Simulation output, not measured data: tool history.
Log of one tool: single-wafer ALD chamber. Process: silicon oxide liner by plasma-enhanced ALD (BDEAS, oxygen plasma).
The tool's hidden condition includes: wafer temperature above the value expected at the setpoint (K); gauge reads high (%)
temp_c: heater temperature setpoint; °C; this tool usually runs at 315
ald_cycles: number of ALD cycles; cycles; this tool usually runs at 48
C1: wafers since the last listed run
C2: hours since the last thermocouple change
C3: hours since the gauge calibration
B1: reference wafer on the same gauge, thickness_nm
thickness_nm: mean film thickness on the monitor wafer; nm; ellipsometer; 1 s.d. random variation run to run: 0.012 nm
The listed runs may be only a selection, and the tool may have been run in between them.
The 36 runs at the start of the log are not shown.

{"run": 37, "day": 109.125, "temp_c": 305, "ald_cycles": 52, "C1": 709, "C2": 974.4, "C3": 907.8, "B1": 4.459, "thickness_nm": 5.101}
{"run": 38, "day": 112.458, "temp_c": 315, "ald_cycles": 41, "C1": 527, "C2": 1054.4, "C3": 987.8, "B1": 4.455, "thickness_nm": 3.955}
{"run": 39, "day": 116.754, "temp_c": 308, "ald_cycles": 44, "C1": 679, "C2": 1157.5, "C3": 1090.9, "B1": 4.45, "thickness_nm": 4.276}
{"run": 40, "day": 119.567, "temp_c": 330, "ald_cycles": 45, "C1": 444, "C2": 1225.0, "C3": 1158.4, "B1": 4.451, "thickness_nm": 4.272}
{"run": 41, "day": 123.883, "temp_c": 315, "ald_cycles": 48, "C1": 682, "C2": 1328.6, "C3": 1262.0, "B1": 4.443, "thickness_nm": 4.634}
{"run": 42, "day": 126.358, "temp_c": 307, "ald_cycles": 54, "C1": 391, "C2": 1388.0, "C3": 1321.4, "B1": 4.442, "thickness_nm": 5.289}
{"run": 43, "day": 129.038, "temp_c": 321, "ald_cycles": 54, "C1": 423, "C2": 1452.3, "C3": 1385.7, "B1": 4.44, "thickness_nm": 5.144}
{"run": 44, "day": 133.2, "temp_c": 302, "ald_cycles": 55, "C1": 658, "C2": 1552.2, "C3": 1485.6, "B1": 4.44, "thickness_nm": 5.389}
{"run": 45, "day": 137.583, "temp_c": 328, "ald_cycles": 40, "C1": 693, "C2": 1657.4, "C3": 1590.8, "B1": 4.433, "thickness_nm": 3.804}
{"run": 46, "day": 140.083, "temp_c": 310, "ald_cycles": 48, "C1": 395, "C2": 1717.4, "C3": 1650.8, "B1": 4.433, "thickness_nm": 4.638}

Branching from run 46: 5 alternative next runs. What would each branch give?
{"run": "A", "day": 140.104, "temp_c": 304, "ald_cycles": 48, "C1": 3, "C2": 1717.9, "C3": 1651.3, "B1": "?", "thickness_nm": "?"}
{"run": "B", "day": 140.104, "temp_c": 315, "ald_cycles": 55, "C1": 3, "C2": 1717.9, "C3": 1651.3, "B1": "?", "thickness_nm": "?"}
{"run": "C", "day": 140.104, "temp_c": 328, "ald_cycles": 54, "C1": 3, "C2": 1717.9, "C3": 1651.3, "B1": "?", "thickness_nm": "?"}
{"run": "D", "day": 140.104, "temp_c": 308, "ald_cycles": 43, "C1": 3, "C2": 1717.9, "C3": 1651.3, "B1": "?", "thickness_nm": "?"}
{"run": "E", "day": 140.104, "temp_c": 321, "ald_cycles": 43, "C1": 3, "C2": 1717.9, "C3": 1651.3, "B1": "?", "thickness_nm": "?"}

run=A B1=4.434 thickness_nm=4.699
run=B B1=4.434 thickness_nm=5.311
run=C B1=4.434 thickness_nm=5.129
run=D B1=4.434 thickness_nm=4.189
run=E B1=4.434 thickness_nm=4.121
The same runs, with their run-to-run variation unchanged, on a tool lacking any hidden condition would have given:
run=A thickness_nm=4.782
run=B thickness_nm=5.404
run=C thickness_nm=5.219
run=D thickness_nm=4.262
run=E thickness_nm=4.193

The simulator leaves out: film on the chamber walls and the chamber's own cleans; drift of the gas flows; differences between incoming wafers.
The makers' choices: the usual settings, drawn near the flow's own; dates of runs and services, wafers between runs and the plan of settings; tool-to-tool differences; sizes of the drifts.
